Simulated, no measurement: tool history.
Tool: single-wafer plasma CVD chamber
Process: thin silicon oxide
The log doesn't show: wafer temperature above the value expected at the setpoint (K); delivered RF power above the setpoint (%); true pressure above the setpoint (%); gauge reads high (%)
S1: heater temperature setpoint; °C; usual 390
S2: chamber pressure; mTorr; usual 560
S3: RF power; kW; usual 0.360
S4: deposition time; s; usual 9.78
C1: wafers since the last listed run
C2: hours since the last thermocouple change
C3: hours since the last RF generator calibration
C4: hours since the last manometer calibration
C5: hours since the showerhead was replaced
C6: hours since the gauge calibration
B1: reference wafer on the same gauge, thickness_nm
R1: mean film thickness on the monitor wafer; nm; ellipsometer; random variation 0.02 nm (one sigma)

{"run": 1, "day": 0.0, "S1": 384, "S2": 560, "S3": 0.36, "S4": 9.78, "C1": 0, "C2": 1174.6, "C3": 561.8, "C4": 2658.9, "C5": 6535.9, "C6": 111.7, "B1": 15.303, "R1": 11.885}
{"run": 2, "day": 0.283, "S1": 384, "S2": 560, "S3": 0.36, "S4": 9.78, "C1": 307, "C2": 1181.4, "C3": 568.6, "C4": 2665.7, "C5": 6542.7, "C6": 118.5, "B1": 15.295, "R1": 11.875}
{"run": 3, "day": 0.888, "S1": 390, "S2": 560, "S3": 0.36, "S4": 9.78, "C1": 655, "C2": 1195.9, "C3": 583.1, "C4": 2680.2, "C5": 6557.2, "C6": 133.0, "B1": 15.297, "R1": 11.873}
{"run": 4, "day": 1.596, "S1": 390, "S2": 560, "S3": 0.36, "S4": 9.78, "C1": 768, "C2": 1212.9, "C3": 600.1, "C4": 2697.2, "C5": 6574.2, "C6": 150.0, "B1": 15.302, "R1": 11.788}
{"run": 5, "day": 2.079, "S1": 390, "S2": 560, "S3": 0.36, "S4": 9.78, "C1": 524, "C2": 1224.5, "C3": 611.7, "C4": 2708.8, "C5": 6585.8, "C6": 161.6, "B1": 15.306, "R1": 11.798}
{"run": 6, "day": 2.404, "S1": 390, "S2": 560, "S3": 0.36, "S4": 9.78, "C1": 352, "C2": 1232.3, "C3": 619.5, "C4": 2716.6, "C5": 6593.6, "C6": 169.4, "B1": 15.301, "R1": 11.819}
{"run": 7, "day": 4.046, "S1": 390, "S2": 560, "S3": 0.36, "S4": 9.78, "C1": 1781, "C2": 1271.7, "C3": 658.9, "C4": 2756.0, "C5": 6633.0, "C6": 208.8, "B1": 15.3, "R1": 11.769}
{"run": 8, "day": 4.342, "S1": 390, "S2": 560, "S3": 0.36, "S4": 9.78, "C1": 320, "C2": 1278.8, "C3": 666.0, "C4": 2763.1, "C5": 6640.1, "C6": 215.9, "B1": 15.297, "R1": 11.802}
{"day": 5.167, "done": "thermocouple changed; heater temperature recalibrated"}
{"run": 9, "day": 5.188, "S1": 390, "S2": 560, "S3": 0.36, "S4": 9.78, "C1": 556, "C2": 0.5, "C3": 686.3, "C4": 2783.4, "C5": 6660.4, "C6": 236.2, "B1": 15.29, "R1": 11.756}
{"run": 10, "day": 5.333, "S1": 390, "S2": 560, "S3": 0.36, "S4": 9.78, "C1": 158, "C2": 4.0, "C3": 689.8, "C4": 2786.9, "C5": 6663.9, "C6": 239.7, "B1": 15.293, "R1": 11.79}
{"run": 11, "day": 5.8, "S1": 390, "S2": 560, "S3": 0.36, "S4": 9.78, "C1": 506, "C2": 15.2, "C3": 701.0, "C4": 2798.1, "C5": 6675.1, "C6": 250.9, "B1": 15.3, "R1": 11.741}
{"run": 12, "day": 6.246, "S1": 390, "S2": 560, "S3": 0.36, "S4": 9.06, "C1": 483, "C2": 25.9, "C3": 711.7, "C4": 2808.8, "C5": 6685.8, "C6": 261.6, "B1": 15.299, "R1": 10.858}
{"run": 13, "day": 6.812, "S1": 390, "S2": 560, "S3": 0.36, "S4": 9.06, "C1": 614, "C2": 39.5, "C3": 725.3, "C4": 2822.4, "C5": 6699.4, "C6": 275.2, "B1": 15.299, "R1": 10.884}
{"run": 14, "day": 7.062, "S1": 390, "S2": 560, "S3": 0.36, "S4": 9.06, "C1": 271, "C2": 45.5, "C3": 731.3, "C4": 2828.4, "C5": 6705.4, "C6": 281.2, "B1": 15.306, "R1": 10.86}
{"day": 7.654, "done": "gauge calibrated"}
{"run": 15, "day": 7.8, "S1": 383, "S2": 560, "S3": 0.3, "S4": 9.78, "C1": 800, "C2": 63.2, "C3": 749.0, "C4": 2846.1, "C5": 6723.1, "C6": 3.5, "B1": 15.296, "R1": 11.148}
{"day": 8.558, "done": "showerhead replaced"}
{"day": 8.879, "done": "capacitance manometer re-zeroed and calibrated"}
{"run": 16, "day": 8.9, "S1": 390, "S2": 487, "S3": 0.36, "S4": 9.78, "C1": 479, "C2": 89.6, "C3": 775.4, "C4": 0.5, "C5": 8.2, "C6": 29.9, "B1": 15.31, "R1": 11.36}
{"run": 17, "day": 8.917, "S1": 382, "S2": 433, "S3": 0.31, "S4": 10.34, "C1": 18, "C2": 90.0, "C3": 775.8, "C4": 0.9, "C5": 8.6, "C6": 30.3, "B1": 15.298, "R1": 10.65}
{"run": 18, "day": 9.112, "S1": 390, "S2": 659, "S3": 0.39, "S4": 9.78, "C1": 212, "C2": 94.7, "C3": 780.5, "C4": 5.6, "C5": 13.3, "C6": 35.0, "B1": 15.295, "R1": 14.45}
{"run": 19, "day": 9.642, "S1": 390, "S2": 560, "S3": 0.315, "S4": 8.23, "C1": 574, "C2": 107.4, "C3": 793.2, "C4": 18.3, "C5": 26.0, "C6": 47.7, "B1": 15.29, "R1": 10.106}
{"run": 20, "day": 10.121, "S1": 376, "S2": 608, "S3": 0.29, "S4": 8.14, "C1": 519, "C2": 118.9, "C3": 804.7, "C4": 29.8, "C5": 37.5, "C6": 59.2, "B1": 15.302, "R1": 10.422}
{"run": 21, "day": 10.625, "S1": 390, "S2": 560, "S3": 0.315, "S4": 8.23, "C1": 547, "C2": 131.0, "C3": 816.8, "C4": 41.9, "C5": 49.6, "C6": 71.3, "B1": 15.308, "R1": 10.15}
{"run": 22, "day": 11.225, "S1": 390, "S2": 560, "S3": 0.33, "S4": 9.78, "C1": 651, "C2": 145.4, "C3": 831.2, "C4": 56.3, "C5": 64.0, "C6": 85.7, "B1": 15.304, "R1": 12.183}
{"day": 11.842, "done": "RF generator calibrated"}
{"run": 23, "day": 11.862, "S1": 382, "S2": 491, "S3": 0.33, "S4": 10.58, "C1": 330, "C2": 160.7, "C3": 0.5, "C4": 71.6, "C5": 79.3, "C6": 101.0, "B1": 15.3, "R1": 12.4}
{"run": 24, "day": 12.258, "S1": 390, "S2": 560, "S3": 0.36, "S4": 9.78, "C1": 429, "C2": 170.2, "C3": 10.0, "C4": 81.1, "C5": 88.8, "C6": 110.5, "B1": 15.306, "R1": 12.86}
{"run": 25, "day": 12.625, "S1": 380, "S2": 600, "S3": 0.36, "S4": 11.7, "C1": 397, "C2": 179.0, "C3": 18.8, "C4": 89.9, "C5": 97.6, "C6": 119.3, "B1": 15.294, "R1": 16.201}
{"run": 26, "day": 13.792, "S1": 390, "S2": 560, "S3": 0.36, "S4": 9.78, "C1": 1265, "C2": 207.0, "C3": 46.8, "C4": 117.9, "C5": 125.6, "C6": 147.3, "B1": 15.308, "R1": 12.809}
{"run": 27, "day": 14.421, "S1": 383, "S2": 514, "S3": 0.36, "S4": 10.74, "C1": 682, "C2": 222.1, "C3": 61.9, "C4": 133.0, "C5": 140.7, "C6": 162.4, "B1": 15.303, "R1": 13.233}
{"run": 28, "day": 14.85, "S1": 390, "S2": 560, "S3": 0.36, "S4": 9.78, "C1": 465, "C2": 232.4, "C3": 72.2, "C4": 143.3, "C5": 151.0, "C6": 172.7, "B1": 15.306, "R1": 12.767}

Forecast each of these 4 alternatives for the next run:
{"run": "A", "day": 14.867, "S1": 390, "S2": 560, "S3": 0.36, "S4": 9.78, "C1": 18, "C2": 232.8, "C3": 72.6, "C4": 143.7, "C5": 151.4, "C6": 173.1, "B1": "?", "R1": "?"}
{"run": "B", "day": 14.867, "S1": 390, "S2": 507, "S3": 0.425, "S4": 8.79, "C1": 18, "C2": 232.8, "C3": 72.6, "C4": 143.7, "C5": 151.4, "C6": 173.1, "B1": "?", "R1": "?"}
{"run": "C", "day": 14.867, "S1": 390, "S2": 469, "S3": 0.41, "S4": 9.78, "C1": 18, "C2": 232.8, "C3": 72.6, "C4": 143.7, "C5": 151.4, "C6": 173.1, "B1": "?", "R1": "?"}
{"run": "D", "day": 14.867, "S1": 396, "S2": 682, "S3": 0.36, "S4": 8.23, "C1": 18, "C2": 232.8, "C3": 72.6, "C4": 143.7, "C5": 151.4, "C6": 173.1, "B1": "?", "R1": "?"}

run=A B1=15.295 R1=12.751
run=B B1=15.295 R1=11.214
run=C B1=15.295 R1=11.710
run=D B1=15.295 R1=12.328
Without the tool's hidden state the same runs would have given:
run=A R1=12.863
run=B R1=11.306
run=C R1=11.805
run=D R1=12.437
